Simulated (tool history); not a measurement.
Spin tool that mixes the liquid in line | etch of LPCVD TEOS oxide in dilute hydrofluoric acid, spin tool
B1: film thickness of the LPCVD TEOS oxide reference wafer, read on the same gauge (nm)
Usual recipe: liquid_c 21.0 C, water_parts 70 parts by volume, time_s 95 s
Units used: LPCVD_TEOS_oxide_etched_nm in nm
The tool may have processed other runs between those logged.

{"run": 1, "hour": 0.0, "liquid_c": 21.0, "water_parts": 70, "time_s": 95, "B1": 89.99, "LPCVD_TEOS_oxide_etched_nm": 22.1}
{"run": 2, "hour": 48.4, "liquid_c": 21.0, "water_parts": 70, "time_s": 95, "B1": 89.99, "LPCVD_TEOS_oxide_etched_nm": 22.09}
{"run": 3, "hour": 93.7, "liquid_c": 21.0, "water_parts": 70, "time_s": 95, "B1": 89.98, "LPCVD_TEOS_oxide_etched_nm": 22.26}
{"run": 4, "hour": 160.1, "liquid_c": 21.0, "water_parts": 55, "time_s": 135, "B1": 90.0, "LPCVD_TEOS_oxide_etched_nm": 40.65}
{"run": 5, "hour": 215.1, "liquid_c": 21.0, "water_parts": 55, "time_s": 135, "B1": 90.01, "LPCVD_TEOS_oxide_etched_nm": 40.96}
{"run": 6, "hour": 262.3, "liquid_c": 21.0, "water_parts": 55, "time_s": 135, "B1": 90.02, "LPCVD_TEOS_oxide_etched_nm": 40.44}
{"run": 7, "hour": 292.5, "liquid_c": 21.0, "water_parts": 70, "time_s": 135, "B1": 90.0, "LPCVD_TEOS_oxide_etched_nm": 31.2}
{"run": 8, "hour": 332.1, "liquid_c": 21.0, "water_parts": 70, "time_s": 95, "B1": 89.99, "LPCVD_TEOS_oxide_etched_nm": 21.91}
{"hour": 342.0, "done": "thermometer replaced"}
{"run": 9, "hour": 366.8, "liquid_c": 21.0, "water_parts": 70, "time_s": 95, "B1": 90.0, "LPCVD_TEOS_oxide_etched_nm": 22.75}
{"run": 10, "hour": 403.2, "liquid_c": 21.0, "water_parts": 70, "time_s": 95, "B1": 90.0, "LPCVD_TEOS_oxide_etched_nm": 22.67}
{"run": 11, "hour": 428.4, "liquid_c": 21.0, "water_parts": 70, "time_s": 95, "B1": 90.01, "LPCVD_TEOS_oxide_etched_nm": 22.95}
{"run": 12, "hour": 602.5, "liquid_c": 21.0, "water_parts": 70, "time_s": 95, "B1": 89.98, "LPCVD_TEOS_oxide_etched_nm": 22.74}
{"run": 13, "hour": 724.5, "liquid_c": 19.0, "water_parts": 70, "time_s": 95, "B1": 89.99, "LPCVD_TEOS_oxide_etched_nm": 20.96}
{"hour": 738.2, "done": "hydrofluoric acid flow meter replaced"}
{"run": 14, "hour": 826.9, "liquid_c": 21.0, "water_parts": 70, "time_s": 95, "B1": 89.99, "LPCVD_TEOS_oxide_etched_nm": 22.55}
{"run": 15, "hour": 889.3, "liquid_c": 21.0, "water_parts": 70, "time_s": 95, "B1": 89.98, "LPCVD_TEOS_oxide_etched_nm": 22.64}
{"run": 16, "hour": 950.2, "liquid_c": 25.0, "water_parts": 100, "time_s": 80, "B1": 90.0, "LPCVD_TEOS_oxide_etched_nm": 15.06}
{"run": 17, "hour": 988.4, "liquid_c": 25.0, "water_parts": 40, "time_s": 125, "B1": 90.01, "LPCVD_TEOS_oxide_etched_nm": 63.45}
{"hour": 1003.5, "done": "gauge calibrated"}
{"run": 18, "hour": 1051.2, "liquid_c": 17.0, "water_parts": 85, "time_s": 50, "B1": 89.99, "LPCVD_TEOS_oxide_etched_nm": 8.07}
{"run": 19, "hour": 1092.3, "liquid_c": 19.5, "water_parts": 95, "time_s": 95, "B1": 90.01, "LPCVD_TEOS_oxide_etched_nm": 15.12}
{"run": 20, "hour": 1124.6, "liquid_c": 21.0, "water_parts": 70, "time_s": 95, "B1": 89.99, "LPCVD_TEOS_oxide_etched_nm": 22.54}
{"run": 21, "hour": 1195.8, "liquid_c": 21.0, "water_parts": 70, "time_s": 95, "B1": 90.02, "LPCVD_TEOS_oxide_etched_nm": 22.25}
{"run": 22, "hour": 1245.8, "liquid_c": 21.0, "water_parts": 70, "time_s": 95, "B1": 89.99, "LPCVD_TEOS_oxide_etched_nm": 22.49}
{"run": 23, "hour": 1402.0, "liquid_c": 21.0, "water_parts": 70, "time_s": 95, "B1": 90.02, "LPCVD_TEOS_oxide_etched_nm": 22.25}
{"run": 24, "hour": 1447.0, "liquid_c": 21.0, "water_parts": 70, "time_s": 95, "B1": 89.99, "LPCVD_TEOS_oxide_etched_nm": 22.22}
{"run": 25, "hour": 1511.9, "liquid_c": 25.0, "water_parts": 100, "time_s": 95, "B1": 89.99, "LPCVD_TEOS_oxide_etched_nm": 17.65}
{"run": 26, "hour": 1575.5, "liquid_c": 23.0, "water_parts": 55, "time_s": 60, "B1": 89.99, "LPCVD_TEOS_oxide_etched_nm": 19.71}
{"run": 27, "hour": 1619.7, "liquid_c": 21.0, "water_parts": 70, "time_s": 95, "B1": 89.99, "LPCVD_TEOS_oxide_etched_nm": 22.17}
{"run": 28, "hour": 1682.9, "liquid_c": 18.5, "water_parts": 50, "time_s": 120, "B1": 89.99, "LPCVD_TEOS_oxide_etched_nm": 36.0}
{"hour": 1685.1, "done": "thermometer replaced"}
{"run": 29, "hour": 1741.9, "liquid_c": 22.5, "water_parts": 55, "time_s": 95, "B1": 90.0, "LPCVD_TEOS_oxide_etched_nm": 31.32}
{"run": 30, "hour": 1803.1, "liquid_c": 24.0, "water_parts": 50, "time_s": 115, "B1": 90.0, "LPCVD_TEOS_oxide_etched_nm": 44.27}
{"run": 31, "hour": 1848.2, "liquid_c": 24.5, "water_parts": 50, "time_s": 110, "B1": 90.01, "LPCVD_TEOS_oxide_etched_nm": 43.59}
{"run": 32, "hour": 1893.6, "liquid_c": 19.0, "water_parts": 90, "time_s": 75, "B1": 89.99, "LPCVD_TEOS_oxide_etched_nm": 12.59}
{"run": 33, "hour": 2050.2, "liquid_c": 21.0, "water_parts": 70, "time_s": 65, "B1": 90.0, "LPCVD_TEOS_oxide_etched_nm": 15.5}

What if the next run were any one of these 4? Each begins from the tool's condition after run 33:
{"run": "A", "hour": 2050.6, "liquid_c": 21.0, "water_parts": 70, "time_s": 95, "B1": "?", "LPCVD_TEOS_oxide_etched_nm": "?"}
{"run": "B", "hour": 2050.6, "liquid_c": 23.5, "water_parts": 70, "time_s": 140, "B1": "?", "LPCVD_TEOS_oxide_etched_nm": "?"}
{"run": "C", "hour": 2050.6, "liquid_c": 18.5, "water_parts": 70, "time_s": 145, "B1": "?", "LPCVD_TEOS_oxide_etched_nm": "?"}
{"run": "D", "hour": 2050.6, "liquid_c": 21.0, "water_parts": 50, "time_s": 145, "B1": "?", "LPCVD_TEOS_oxide_etched_nm": "?"}

run=A B1=90.00 LPCVD_TEOS_oxide_etched_nm=22.61
run=B B1=90.00 LPCVD_TEOS_oxide_etched_nm=36.94
run=C B1=90.00 LPCVD_TEOS_oxide_etched_nm=31.07
run=D B1=90.00 LPCVD_TEOS_oxide_etched_nm=49.50
With the hidden condition removed and each run's random variation left untouched, the same runs would have given:
run=A LPCVD_TEOS_oxide_etched_nm=22.88
run=B LPCVD_TEOS_oxide_etched_nm=37.36
run=C LPCVD_TEOS_oxide_etched_nm=31.44
run=D LPCVD_TEOS_oxide_etched_nm=50.09
